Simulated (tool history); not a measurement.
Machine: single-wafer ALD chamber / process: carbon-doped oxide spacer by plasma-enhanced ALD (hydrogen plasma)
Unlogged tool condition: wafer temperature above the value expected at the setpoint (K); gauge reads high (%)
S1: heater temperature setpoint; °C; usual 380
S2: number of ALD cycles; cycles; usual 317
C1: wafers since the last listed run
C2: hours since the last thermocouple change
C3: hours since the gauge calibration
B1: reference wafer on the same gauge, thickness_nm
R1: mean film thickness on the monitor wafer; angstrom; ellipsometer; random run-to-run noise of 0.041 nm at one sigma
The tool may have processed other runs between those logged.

Run 1, day 0: usual settings but S1 387 °C, S2 293 cycles; C1 0; C2 1310.4; C3 836.8; B1 18.304. Result: R1 151.46 angstrom.
Run 2, day 1.754: usual settings but S1 387 °C, S2 293 cycles; C1 41; C2 1352.5; C3 878.9; B1 18.289. Result: R1 151.93 angstrom.
Run 3, day 3.729: usual settings but S1 387 °C, S2 293 cycles; C1 47; C2 1399.9; C3 926.3; B1 18.303. Result: R1 152.6 angstrom.
Run 4, day 5.821: usual settings; C1 49; C2 1450.1; C3 976.5; B1 18.276. Result: R1 163.92 angstrom.
Run 5, day 8.017: usual settings; C1 52; C2 1502.8; C3 1029.2; B1 18.313. Result: R1 165.38 angstrom.
Run 6, day 10.154: usual settings but S1 385 °C, S2 363 cycles; C1 50; C2 1554.1; C3 1080.5; B1 18.291. Result: R1 188.96 angstrom.
Run 7, day 12.558: usual settings but S1 387 °C; C1 57; C2 1611.8; C3 1138.2; B1 18.289. Result: R1 164.76 angstrom.
Run 8, day 14.633: usual settings but S1 387 °C; C1 49; C2 1661.6; C3 1188; B1 18.298. Result: R1 163.92 angstrom.
Run 9, day 20.879: usual settings but S1 387 °C; C1 148; C2 1811.5; C3 1337.9; B1 18.302. Result: R1 164.54 angstrom.
Run 10, day 23.679: usual settings; C1 66; C2 1878.7; C3 1405.1; B1 18.29. Result: R1 165.2 angstrom.
Run 11, day 25.033: usual settings but S1 386 °C; C1 32; C2 1911.2; C3 1437.6; B1 18.294. Result: R1 165.27 angstrom.
Run 12, day 27.829: usual settings but S1 369 °C; C1 66; C2 1978.3; C3 1504.7; B1 18.296. Result: R1 165.03 angstrom.
Run 13, day 30.579: usual settings but S1 369 °C; C1 65; C2 2044.3; C3 1570.7; B1 18.296. Result: R1 164.93 angstrom.
Run 14, day 31.929: usual settings but S2 285 cycles; C1 32; C2 2076.7; C3 1603.1; B1 18.296. Result: R1 148.15 angstrom.
Run 15, day 34.125: usual settings; C1 52; C2 2129.4; C3 1655.8; B1 18.297. Result: R1 164.62 angstrom.
Run 16, day 35.838: usual settings; C1 40; C2 2170.5; C3 1696.9; B1 18.3. Result: R1 164.88 angstrom.
Run 17, day 37.071: usual settings but S2 366 cycles; C1 29; C2 2200.1; C3 1726.5; B1 18.315. Result: R1 190.88 angstrom.
At day 37.95: thermocouple changed; heater temperature recalibrated.
Run 18, day 39.05: usual settings but S1 371 °C; C1 39; C2 26.4; C3 1774; B1 18.298. Result: R1 164.42 angstrom.
Run 19, day 41.333: usual settings but S1 376 °C; C1 54; C2 81.2; C3 1828.8; B1 18.303. Result: R1 164.59 angstrom.
Run 20, day 43.496: usual settings but S1 394 °C, S2 371 cycles; C1 51; C2 133.1; C3 1880.7; B1 18.285. Result: R1 192.23 angstrom.
Run 21, day 46.421: usual settings but S1 392 °C, S2 265 cycles; C1 69; C2 203.3; C3 1950.9; B1 18.302. Result: R1 137.52 angstrom.
Run 22, day 49.117: usual settings but S1 389 °C, S2 278 cycles; C1 64; C2 268; C3 2015.6; B1 18.302. Result: R1 144.46 angstrom.
Run 23, day 50.146: usual settings; C1 24; C2 292.7; C3 2040.3; B1 18.3. Result: R1 164.63 angstrom.
Run 24, day 52.321: usual settings but S1 367 °C, S2 258 cycles; C1 51; C2 344.9; C3 2092.5; B1 18.301. Result: R1 133.82 angstrom.
Run 25, day 54.129: usual settings; C1 43; C2 388.3; C3 2135.9; B1 18.296. Result: R1 165.32 angstrom.
Run 26, day 57.121: usual settings but S1 385 °C, S2 346 cycles; C1 71; C2 460.1; C3 2207.7; B1 18.317. Result: R1 179.32 angstrom.
At day 60.658: gauge calibrated.
Run 27, day 61.729: usual settings; C1 109; C2 570.7; C3 25.7; B1 18.317. Result: R1 165.03 angstrom.
Run 28, day 64.625: usual settings but S1 392 °C, S2 269 cycles; C1 69; C2 640.2; C3 95.2; B1 18.285. Result: R1 139.11 angstrom.
Run 29, day 66.312: usual settings but S1 385 °C, S2 361 cycles; C1 40; C2 680.7; C3 135.7; B1 18.301. Result: R1 188.66 angstrom.
Run 30, day 68.179: usual settings but S1 373 °C, S2 356 cycles; C1 44; C2 725.5; C3 180.5; B1 18.283. Result: R1 184.74 angstrom.
Run 31, day 69.454: usual settings but S1 388 °C, S2 291 cycles; C1 30; C2 756.1; C3 211.1; B1 18.304. Result: R1 150.67 angstrom.
Run 32, day 72.042: usual settings but S1 385 °C, S2 363 cycles; C1 61; C2 818.2; C3 273.2; B1 18.305. Result: R1 188.98 angstrom.
Run 33, day 73.946: usual settings; C1 45; C2 863.9; C3 318.9; B1 18.287. Result: R1 164.46 angstrom.
Run 34, day 76.204: usual settings; C1 53; C2 918.1; C3 373.1; B1 18.303. Result: R1 164.73 angstrom.
Run 35, day 77.938: usual settings; C1 41; C2 959.7; C3 414.7; B1 18.311. Result: R1 164.73 angstrom.

Take each entry between the runs: how does the hidden state at the last listed run before it differ from the hidden state at the first listed run after it?
In the gap between runs 17 and 18: thermocouple changed; heater temperature recalibrated (day 37.95)
  no hidden state differs between the two runs
In the gap between runs 26 and 27: gauge calibrated (day 60.658)
  no hidden state differs between the two runs

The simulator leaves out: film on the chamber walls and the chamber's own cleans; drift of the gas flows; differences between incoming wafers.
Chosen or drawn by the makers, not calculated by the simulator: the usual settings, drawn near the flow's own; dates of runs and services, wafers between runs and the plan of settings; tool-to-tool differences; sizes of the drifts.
